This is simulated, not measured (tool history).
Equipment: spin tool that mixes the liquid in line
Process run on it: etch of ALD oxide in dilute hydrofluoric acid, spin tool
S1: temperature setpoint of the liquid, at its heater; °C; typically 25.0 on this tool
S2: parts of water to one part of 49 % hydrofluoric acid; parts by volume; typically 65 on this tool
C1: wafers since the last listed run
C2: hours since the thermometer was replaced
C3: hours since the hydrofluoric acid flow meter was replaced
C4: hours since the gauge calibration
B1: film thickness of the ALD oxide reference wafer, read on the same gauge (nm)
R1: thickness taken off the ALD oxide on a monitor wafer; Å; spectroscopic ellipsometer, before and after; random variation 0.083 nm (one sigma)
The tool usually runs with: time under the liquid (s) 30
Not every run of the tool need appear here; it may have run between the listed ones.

run 1 day=0.000 | S1=25.0 S2=65 time_under_the_liquid_(s)=30 | C1=0 C2=1152.1 C3=1218.0 C4=109.3 | B1=130.00 | R1=88.1
run 2 day=1.612 | S1=25.0 S2=65 time_under_the_liquid_(s)=15 | C1=344 C2=1190.8 C3=1256.7 C4=148.0 | B1=130.02 | R1=44.7
run 3 day=3.212 | S1=25.0 S2=65 time_under_the_liquid_(s)=15 | C1=341 C2=1229.2 C3=1295.1 C4=186.4 | B1=129.98 | R1=44.1
run 4 day=5.617 | S1=25.0 S2=65 time_under_the_liquid_(s)=15 | C1=513 C2=1286.9 C3=1352.8 C4=244.1 | B1=129.96 | R1=44.3
run 5 day=6.783 | S1=28.5 S2=65 time_under_the_liquid_(s)=30 | C1=249 C2=1314.9 C3=1380.8 C4=272.1 | B1=129.98 | R1=102.5
run 6 day=9.404 | S1=28.5 S2=65 time_under_the_liquid_(s)=30 | C1=559 C2=1377.8 C3=1443.7 C4=335.0 | B1=129.96 | R1=100.8
run 7 day=11.729 | S1=28.5 S2=65 time_under_the_liquid_(s)=30 | C1=496 C2=1433.6 C3=1499.5 C4=390.8 | B1=129.98 | R1=102.5
run 8 day=14.079 | S1=25.0 S2=65 time_under_the_liquid_(s)=30 | C1=502 C2=1490.0 C3=1555.9 C4=447.2 | B1=130.00 | R1=89.0
run 9 day=15.092 | S1=25.0 S2=65 time_under_the_liquid_(s)=30 | C1=216 C2=1514.3 C3=1580.2 C4=471.5 | B1=130.03 | R1=88.8
run 10 day=16.562 | S1=25.0 S2=65 time_under_the_liquid_(s)=30 | C1=314 C2=1549.6 C3=1615.5 C4=506.8 | B1=130.01 | R1=91.0
run 11 day=19.075 | S1=25.0 S2=65 time_under_the_liquid_(s)=30 | C1=536 C2=1609.9 C3=1675.8 C4=567.1 | B1=130.02 | R1=89.1
-- day=19.362 hydrofluoric acid flow meter replaced
-- day=20.288 gauge calibrated
run 12 day=20.904 | S1=22.0 S2=65 time_under_the_liquid_(s)=30 | C1=381 C2=1653.8 C3=37.0 C4=14.8 | B1=129.99 | R1=80.1
-- day=27.488 thermometer replaced
run 13 day=27.625 | S1=29.0 S2=55 time_under_the_liquid_(s)=45 | C1=1426 C2=3.3 C3=198.3 C4=176.1 | B1=129.99 | R1=203.5
run 14 day=30.146 | S1=25.0 S2=65 time_under_the_liquid_(s)=30 | C1=538 C2=63.8 C3=258.8 C4=236.6 | B1=130.01 | R1=96.2
run 15 day=31.350 | S1=25.0 S2=45 time_under_the_liquid_(s)=45 | C1=257 C2=92.7 C3=287.7 C4=265.5 | B1=130.01 | R1=213.4
-- day=34.071 thermometer replaced, repeated, since the last time left the tool worse
run 16 day=34.217 | S1=22.0 S2=85 time_under_the_liquid_(s)=30 | C1=603 C2=3.5 C3=356.5 C4=334.3 | B1=130.02 | R1=56.0
run 17 day=36.058 | S1=25.0 S2=65 time_under_the_liquid_(s)=30 | C1=393 C2=47.7 C3=400.7 C4=378.5 | B1=130.00 | R1=83.8
run 18 day=37.488 | S1=25.0 S2=65 time_under_the_liquid_(s)=20 | C1=305 C2=82.0 C3=435.0 C4=412.8 | B1=129.98 | R1=57.6
run 19 day=40.121 | S1=23.5 S2=35 time_under_the_liquid_(s)=30 | C1=562 C2=145.2 C3=498.2 C4=476.0 | B1=129.99 | R1=154.7
run 20 day=42.700 | S1=25.0 S2=65 time_under_the_liquid_(s)=30 | C1=550 C2=207.1 C3=560.1 C4=537.9 | B1=130.01 | R1=84.3
run 21 day=44.942 | S1=25.0 S2=65 time_under_the_liquid_(s)=30 | C1=478 C2=260.9 C3=613.9 C4=591.7 | B1=130.01 | R1=84.6

Run 22 has not been measured yet. What should we expect?
-- day=47.188 gauge calibrated
run 22 day=47.788 | S1=29.0 S2=65 time_under_the_liquid_(s)=40 | C1=607 C2=329.2 C3=682.2 C4=14.4 | B1=? | R1=?

{"run 22": {"B1": 130.0, "R1": 135.7}}
Without the tool's hidden state the same run would have given R1 133.4 Å.

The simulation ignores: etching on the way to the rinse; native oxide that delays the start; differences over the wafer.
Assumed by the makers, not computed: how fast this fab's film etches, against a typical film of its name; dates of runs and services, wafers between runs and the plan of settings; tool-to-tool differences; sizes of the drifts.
